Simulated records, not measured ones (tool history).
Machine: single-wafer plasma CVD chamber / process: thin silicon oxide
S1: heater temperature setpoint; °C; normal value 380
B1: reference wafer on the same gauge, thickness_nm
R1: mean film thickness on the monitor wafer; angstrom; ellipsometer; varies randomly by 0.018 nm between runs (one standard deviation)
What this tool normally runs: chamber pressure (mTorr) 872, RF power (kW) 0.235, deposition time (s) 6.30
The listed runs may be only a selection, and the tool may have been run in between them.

run 1 hour=0.0 | S1=380 chamber_pressure_(mTorr)=872 RF_power_(kW)=0.235 deposition_time_(s)=6.30 | B1=13.202 | R1=126.94
run 2 hour=13.4 | S1=380 chamber_pressure_(mTorr)=872 RF_power_(kW)=0.235 deposition_time_(s)=5.69 | B1=13.198 | R1=115.10
run 3 hour=30.4 | S1=380 chamber_pressure_(mTorr)=872 RF_power_(kW)=0.235 deposition_time_(s)=5.69 | B1=13.200 | R1=115.26
run 4 hour=37.4 | S1=380 chamber_pressure_(mTorr)=872 RF_power_(kW)=0.235 deposition_time_(s)=5.69 | B1=13.197 | R1=115.17
run 5 hour=47.9 | S1=380 chamber_pressure_(mTorr)=872 RF_power_(kW)=0.235 deposition_time_(s)=6.30 | B1=13.202 | R1=127.13
-- hour=59.7 showerhead replaced
run 6 hour=60.2 | S1=380 chamber_pressure_(mTorr)=872 RF_power_(kW)=0.235 deposition_time_(s)=6.30 | B1=13.199 | R1=127.65
-- hour=71.6 RF generator calibrated
-- hour=75.5 capacitance manometer re-zeroed and calibrated
run 7 hour=76.0 | S1=380 chamber_pressure_(mTorr)=872 RF_power_(kW)=0.235 deposition_time_(s)=6.84 | B1=13.202 | R1=128.58
run 8 hour=81.6 | S1=380 chamber_pressure_(mTorr)=980 RF_power_(kW)=0.235 deposition_time_(s)=6.30 | B1=13.199 | R1=132.17
-- hour=98.8 thermocouple changed; heater temperature recalibrated
run 9 hour=99.3 | S1=380 chamber_pressure_(mTorr)=707 RF_power_(kW)=0.245 deposition_time_(s)=6.30 | B1=13.201 | R1=95.89
run 10 hour=100.2 | S1=380 chamber_pressure_(mTorr)=872 RF_power_(kW)=0.235 deposition_time_(s)=6.30 | B1=13.195 | R1=118.54
run 11 hour=109.7 | S1=380 chamber_pressure_(mTorr)=742 RF_power_(kW)=0.275 deposition_time_(s)=5.71 | B1=13.203 | R1=96.51
-- hour=124.3 gauge calibrated
run 12 hour=127.1 | S1=380 chamber_pressure_(mTorr)=872 RF_power_(kW)=0.235 deposition_time_(s)=7.14 | B1=13.202 | R1=134.16
run 13 hour=170.2 | S1=367 chamber_pressure_(mTorr)=1023 RF_power_(kW)=0.270 deposition_time_(s)=6.30 | B1=13.198 | R1=146.13
run 14 hour=178.4 | S1=380 chamber_pressure_(mTorr)=872 RF_power_(kW)=0.235 deposition_time_(s)=7.14 | B1=13.198 | R1=134.74
run 15 hour=192.5 | S1=380 chamber_pressure_(mTorr)=699 RF_power_(kW)=0.220 deposition_time_(s)=6.70 | B1=13.201 | R1=96.17

Below are 4 alternative next runs, each starting from the tool's condition after run 15. Predict each:
run A hour=192.9 | S1=380 chamber_pressure_(mTorr)=872 RF_power_(kW)=0.255 deposition_time_(s)=6.30 | B1=? | R1=?
run B hour=192.9 | S1=385 chamber_pressure_(mTorr)=1007 RF_power_(kW)=0.200 deposition_time_(s)=5.53 | B1=? | R1=?
run C hour=192.9 | S1=372 chamber_pressure_(mTorr)=1013 RF_power_(kW)=0.235 deposition_time_(s)=5.78 | B1=? | R1=?
run D hour=192.9 | S1=380 chamber_pressure_(mTorr)=991 RF_power_(kW)=0.235 deposition_time_(s)=6.30 | B1=? | R1=?

run=A B1=13.203 R1=122.81
run=B B1=13.203 R1=109.88
run=C B1=13.203 R1=124.93
run=D B1=13.203 R1=133.20
The same runs, with their run-to-run variation unchanged, on a tool lacking any hidden condition would have given:
run=A R1=123.30
run=B R1=110.24
run=C R1=125.33
run=D R1=133.63
